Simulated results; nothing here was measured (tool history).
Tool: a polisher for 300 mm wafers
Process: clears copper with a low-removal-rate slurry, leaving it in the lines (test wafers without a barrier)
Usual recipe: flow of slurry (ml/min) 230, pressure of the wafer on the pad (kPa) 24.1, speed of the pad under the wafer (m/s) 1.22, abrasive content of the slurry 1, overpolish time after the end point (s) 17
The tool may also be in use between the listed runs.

run     day  flow of slurry (ml/min)  pressure of the wafer on the pad (kPa)  speed of the pad under the wafer (m/s)  abrasive content of the slurry  overpolish time after the end point (s)  incoming thickness of the incoming film, nm  time until the end point was called (s)  dishing of a wide line in a test structure (Å)
  1       0                      195                                    24.1                                    1.22                               1                                       17                                        449.6                                     85.3                                             605
      0.708  -- slurry nozzle cleaned
      8.025  -- head pressure recalibrated
      8.862  -- worn pad replaced by a new one
      9.904  -- slurry blender recalibrated
  2  11.971                      195                                    24.1                                    1.22                               1                                       17                                        452.8                                     89.5                                             564
  3  14.942                      230                                    24.1                                    1.22                               1                                       17                                        454.6                                     87.5                                             581
  4  16.662                      230                                    24.1                                    1.22                               1                                       17                                          458                                     89.3                                             568
     17.058  -- slurry nozzle cleaned
  5  20.283                      230                                    24.1                                    1.22                               1                                       17                                        462.9                                     88.2                                             623
     23.279  -- worn pad replaced by a new one
     27.108  -- slurry blender recalibrated
  6  29.779                      230                                    24.1                                    1.22                               1                                       17                                        449.4                                     82.7                                             622
  7  31.338                      230                                    24.1                                    1.22                               1                                       17                                        459.8                                     86.7                                             607
     32.621  -- slurry nozzle cleaned
  8  35.579                      230                                    24.1                                    1.22                               1                                       17                                        455.5                                     82.2                                             607
  9  38.896                      200                                      29                                    1.22                               1                                       17                                        455.2                                     70.3                                             689
     39.188  -- head pressure recalibrated
     39.496  -- worn pad replaced by a new one
 10  42.267                      200                                      29                                    1.22                               1                                       17                                        464.2                                     78.2                                             656
     42.662  -- slurry blender recalibrated
 11  45.358                      230                                    24.1                                    1.22                               1                                       17                                        450.6                                     91.5                                             578
 12  46.912                      230                                    24.1                                     1.6                               1                                       11                                        457.6                                     75.7                                             449
     48.562  -- slurry nozzle cleaned
 13  50.233                      230                                    24.1                                    0.88                               1                                       17                                        458.2                                    107.2                                             474
 14  53.058                      230                                    24.1                                    1.22                               1                                       17                                        457.2                                     88.2                                             595
     54.779  -- worn pad replaced by a new one
     57.133  -- slurry blender recalibrated
 15  57.408                      290                                    17.2                                    1.22                            0.85                                       11                                        455.5                                    119.1                                             295
 16  61.467                      230                                    24.1                                    1.22                               1                                       17                                        460.4                                     86.3                                             590
     63.396  -- slurry nozzle cleaned
 17  65.521                      230                                    24.1                                    1.22                               1                                       17                                        456.4                                     85.2                                             604
 18  67.058                      295                                    24.1                                    1.22                             0.7                                       24                                        455.2                                     91.7                                             766
     67.979  -- worn pad replaced by a new one
 19  69.296                      175                                    21.4                                    1.46                             0.7                                       17                                          452                                     95.8                                             538
     69.879  -- head pressure recalibrated
     70.783  -- slurry blender recalibrated
 20  71.908                      185                                    17.9                                    1.22                             0.8                                       17                                        461.2                                    136.4                                             422
 21  75.375                      230                                    30.3                                    1.22                               1                                       11                                        452.5                                     71.2                                             498
 22  77.029                      260                                    24.1                                    1.22                               1                                       17                                        465.2                                     87.3                                             607

Forecast each of these 5 alternatives for the next run:
  A  77.05                      230                                    24.1                                    1.22                               1                                       17                                        453.4                                        ?                                               ?
  B  77.05                      170                                    19.3                                    1.08                               1                                       17                                        453.4                                        ?                                               ?
  C  77.05                      230                                    24.1                                    1.22                             0.9                                       17                                        453.4                                        ?                                               ?
  D  77.05                      230                                    26.2                                    1.22                               1                                       17                                        453.4                                        ?                                               ?
  E  77.05                      285                                    24.1                                    1.22                             0.9                                       17                                        453.4                                        ?                                               ?

run  time until the end point was called (s)  dishing of a wide line in a test structure (Å)
  A                                     87.7                                             612
  B                                    120.8                                             459
  C                                     90.1                                             599
  D                                     80.8                                             659
  E                                     88.6                                             607
With no hidden state in the tool, these same runs would have given:
run  time until the end point was called (s)  dishing of a wide line in a test structure (Å)
  A                                     93.7                                             577
  B                                      129                                             432
  C                                     96.2                                             564
  D                                     86.3                                             622
  E                                     94.6                                             572

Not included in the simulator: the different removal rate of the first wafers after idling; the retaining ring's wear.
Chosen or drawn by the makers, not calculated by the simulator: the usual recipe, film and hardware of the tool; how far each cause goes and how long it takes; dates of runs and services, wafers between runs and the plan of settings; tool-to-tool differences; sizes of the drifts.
